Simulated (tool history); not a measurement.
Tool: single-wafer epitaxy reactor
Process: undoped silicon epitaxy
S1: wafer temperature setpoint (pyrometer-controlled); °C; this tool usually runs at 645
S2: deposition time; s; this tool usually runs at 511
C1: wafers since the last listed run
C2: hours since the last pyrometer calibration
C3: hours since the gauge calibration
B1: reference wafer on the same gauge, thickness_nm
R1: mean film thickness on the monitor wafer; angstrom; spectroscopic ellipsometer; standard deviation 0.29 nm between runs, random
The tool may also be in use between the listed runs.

run	hour	S1	S2	C1	C2	C3	B1	R1
1	0.0	645	511	0	904.4	1912.9	62.520	684.55
2	100.4	645	511	456	1004.8	2013.3	62.477	681.67
3	192.4	645	511	418	1096.8	2105.3	62.541	685.78
4	288.1	653	475	435	1192.5	2201.0	62.439	777.24
5	324.5	645	511	165	1228.9	2237.4	62.417	684.53
6	424.5	645	511	455	1328.9	2337.4	62.452	685.50
7	621.1	645	511	894	1525.5	2534.0	62.331	687.28
8	661.7	638	511	184	1566.1	2574.6	62.291	570.86
9	708.9	636	511	214	1613.3	2621.8	62.313	541.49
10	748.3	636	511	179	1652.7	2661.2	62.269	541.82
11	793.9	645	511	207	1698.3	2706.8	62.258	681.33
12	898.9	645	511	477	1803.3	2811.8	62.259	683.07
13	972.5	645	511	334	1876.9	2885.4	62.327	683.99
14	1047.9	653	511	343	1952.3	2960.8	62.355	828.03
15	1092.6	653	511	203	1997.0	3005.5	62.317	826.69
# hour 1146.6: gauge calibrated
16	1182.8	645	511	410	2087.2	36.2	65.417	708.71
17	1410.9	645	511	1037	2315.3	264.3	64.709	705.37
18	1472.6	645	511	280	2377.0	326.0	64.506	706.44
19	1577.2	645	511	475	2481.6	430.6	64.349	704.12
20	1665.3	645	511	400	2569.7	518.7	64.113	702.84
21	1770.2	645	511	477	2674.6	623.6	64.003	695.81
22	1846.3	645	511	346	2750.7	699.7	63.710	695.93
23	1910.8	645	511	293	2815.2	764.2	63.600	693.34
24	1954.3	645	511	197	2858.7	807.7	63.455	689.94
25	2013.7	645	586	270	2918.1	867.1	63.585	796.63
26	2098.6	649	511	386	3003.0	952.0	63.482	767.23
27	2188.8	659	511	410	3093.2	1042.2	63.288	975.20
28	2237.1	632	511	219	3141.5	1090.5	63.237	494.28
29	2281.0	645	511	199	3185.4	1134.4	63.086	683.83
30	2343.9	635	462	286	3248.3	1197.3	62.994	485.27
# hour 2357.1: pyrometer calibrated
31	2422.9	645	511	323	65.8	1276.3	63.067	688.16
32	2468.1	645	479	205	111.0	1321.5	63.033	645.71
33	2553.9	645	511	390	196.8	1407.3	62.968	687.55
34	2624.3	645	449	320	267.2	1477.7	62.972	601.51
35	2669.2	653	475	204	312.1	1522.6	62.875	782.59
36	2750.7	658	446	370	393.6	1604.1	62.811	827.30
37	2827.2	636	470	348	470.1	1680.6	62.725	501.93
38	2898.7	635	427	325	541.6	1752.1	62.724	445.68
39	2958.8	630	456	273	601.7	1812.2	62.782	417.74
40	3056.9	645	511	446	699.8	1910.3	62.705	684.92
41	3207.7	638	567	686	850.6	2061.1	62.603	635.60
42	3265.7	634	606	263	908.6	2119.1	62.650	615.19
43	3306.0	637	455	183	948.9	2159.4	62.607	494.55
44	3373.6	660	583	307	1016.5	2227.0	62.571	1124.78
45	3431.4	645	511	263	1074.3	2284.8	62.573	683.45
# hour 3511.3: gauge calibrated
46	3514.3	652	577	377	1157.2	3.0	65.539	959.02
47	3560.9	652	453	212	1203.8	49.6	65.433	751.65

List, for all runs, the conditions of the tool that the log does not record:
wafer temperature above the value expected at the setpoint (K): 0 across all the runs
H1: gauge reads high (%)
run	H1
1	-4.53
2	-4.59
3	-4.64
4	-4.68
5	-4.7
6	-4.74
7	-4.81
8	-4.82
9	-4.84
10	-4.85
11	-4.86
12	-4.88
13	-4.9
14	-4.92
15	-4.92
16	-0.243
17	-1.29
18	-1.53
19	-1.9
20	-2.18
21	-2.48
22	-2.67
23	-2.83
24	-2.93
25	-3.05
26	-3.22
27	-3.38
28	-3.45
29	-3.52
30	-3.61
31	-3.72
32	-3.78
33	-3.88
34	-3.95
35	-4
36	-4.07
37	-4.14
38	-4.2
39	-4.24
40	-4.3
41	-4.39
42	-4.42
43	-4.44
44	-4.47
45	-4.5
46	-0.00446
47	-0.25
